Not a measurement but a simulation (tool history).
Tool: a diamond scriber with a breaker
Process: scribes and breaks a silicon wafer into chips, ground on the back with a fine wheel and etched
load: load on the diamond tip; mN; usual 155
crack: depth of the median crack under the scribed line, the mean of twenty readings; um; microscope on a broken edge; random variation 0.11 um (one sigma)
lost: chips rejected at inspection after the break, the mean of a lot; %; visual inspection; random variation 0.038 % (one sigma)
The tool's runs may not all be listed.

| run | hour | load | wafers since the last listed run | hours since the diamond tip was replaced | hours since the load on the tip was calibrated | incoming depth of the damage left on the back of the incoming wafer, um | crack | lost |
|---|---|---|---|---|---|---|---|---|
| 1 | 0.0 | 131 | 0 | 642.1 | 298.0 | 0.77 | 9.45 | 2.29 |
| 2 | 77.9 | 131 | 172 | 720.0 | 375.9 | 0.51 | 9.46 | 2.30 |
| 3 | 122.5 | 131 | 98 | 764.6 | 420.5 | 0.72 | 9.65 | 2.24 |
| 4 | 191.5 | 155 | 152 | 833.6 | 489.5 | 0.74 | 10.55 | 1.19 |
| 5 | 241.4 | 155 | 110 | 883.5 | 539.4 | 0.61 | 10.35 | 1.26 |
| 6 | 340.3 | 155 | 218 | 982.4 | 638.3 | 0.62 | 10.55 | 1.11 |
|  | 362.4 | diamond tip replaced by a new one |
| 7 | 418.9 | 155 | 169 | 56.5 | 716.9 | 0.45 | 10.45 | 1.14 |
| 8 | 493.3 | 155 | 164 | 130.9 | 791.3 | 0.79 | 10.67 | 1.20 |
| 9 | 589.6 | 171 | 213 | 227.2 | 887.6 | 0.56 | 10.95 | 1.58 |
| 10 | 644.6 | 171 | 121 | 282.2 | 942.6 | 0.38 | 11.18 | 1.48 |
| 11 | 924.5 | 171 | 619 | 562.1 | 1222.5 | 0.62 | 11.00 | 1.58 |
| 12 | 1017.7 | 155 | 206 | 655.3 | 1315.7 | 0.66 | 10.50 | 1.14 |
| 13 | 1118.5 | 155 | 223 | 756.1 | 1416.5 | 0.71 | 10.58 | 1.21 |
| 14 | 1191.7 | 155 | 162 | 829.3 | 1489.7 | 0.54 | 10.48 | 1.21 |
|  | 1216.3 | diamond tip replaced by a new one |
| 15 | 1248.7 | 196 | 121 | 32.4 | 1546.7 | 0.42 | 12.03 | 3.44 |
| 16 | 1344.7 | 128 | 212 | 128.4 | 1642.7 | 0.63 | 9.60 | 2.58 |
| 17 | 1442.6 | 155 | 216 | 226.3 | 1740.6 | 0.55 | 10.54 | 1.27 |
|  | 1711.0 | load on the tip recalibrated |
| 18 | 1761.8 | 195 | 702 | 545.5 | 50.8 | 0.71 | 11.91 | 3.41 |
| 19 | 1801.5 | 155 | 87 | 585.2 | 90.5 | 0.71 | 10.32 | 1.24 |
| 20 | 1898.2 | 115 | 214 | 681.9 | 187.2 | 0.50 | 8.96 | 4.65 |
| 21 | 1983.4 | 168 | 188 | 767.1 | 272.4 | 0.78 | 10.98 | 1.47 |
| 22 | 2053.6 | 139 | 155 | 837.3 | 342.6 | 0.69 | 9.93 | 1.68 |
|  | 2091.6 | diamond tip replaced by a new one |
| 23 | 2114.0 | 117 | 129 | 22.4 | 403.0 | 0.72 | 9.03 | 4.23 |
| 24 | 2177.4 | 185 | 140 | 85.8 | 466.4 | 0.55 | 11.63 | 2.57 |
| 25 | 2279.0 | 155 | 224 | 187.4 | 568.0 | 0.35 | 10.48 | 1.16 |
| 26 | 2340.5 | 169 | 136 | 248.9 | 629.5 | 0.79 | 11.04 | 1.47 |
| 27 | 2411.8 | 200 | 157 | 320.2 | 700.8 | 0.42 | 11.89 | 3.98 |
| 28 | 2479.1 | 198 | 149 | 387.5 | 768.1 | 0.41 | 12.10 | 3.61 |

Forecast each of these 4 alternatives for the next run:
| A | 2479.7 | 155 | 1 | 388.1 | 768.7 | 0.36 | ? | ? |
| B | 2479.7 | 186 | 1 | 388.1 | 768.7 | 0.36 | ? | ? |
| C | 2479.7 | 134 | 1 | 388.1 | 768.7 | 0.36 | ? | ? |
| D | 2479.7 | 187 | 1 | 388.1 | 768.7 | 0.36 | ? | ? |

| run | crack | lost |
|---|---|---|
| A | 10.29 | 1.14 |
| B | 11.37 | 2.48 |
| C | 9.52 | 1.95 |
| D | 11.40 | 2.56 |
Without the tool's hidden state the same runs would have given:
| run | crack | lost |
|---|---|---|
| A | 10.29 | 1.14 |
| B | 11.37 | 2.48 |
| C | 9.52 | 1.95 |
| D | 11.40 | 2.56 |
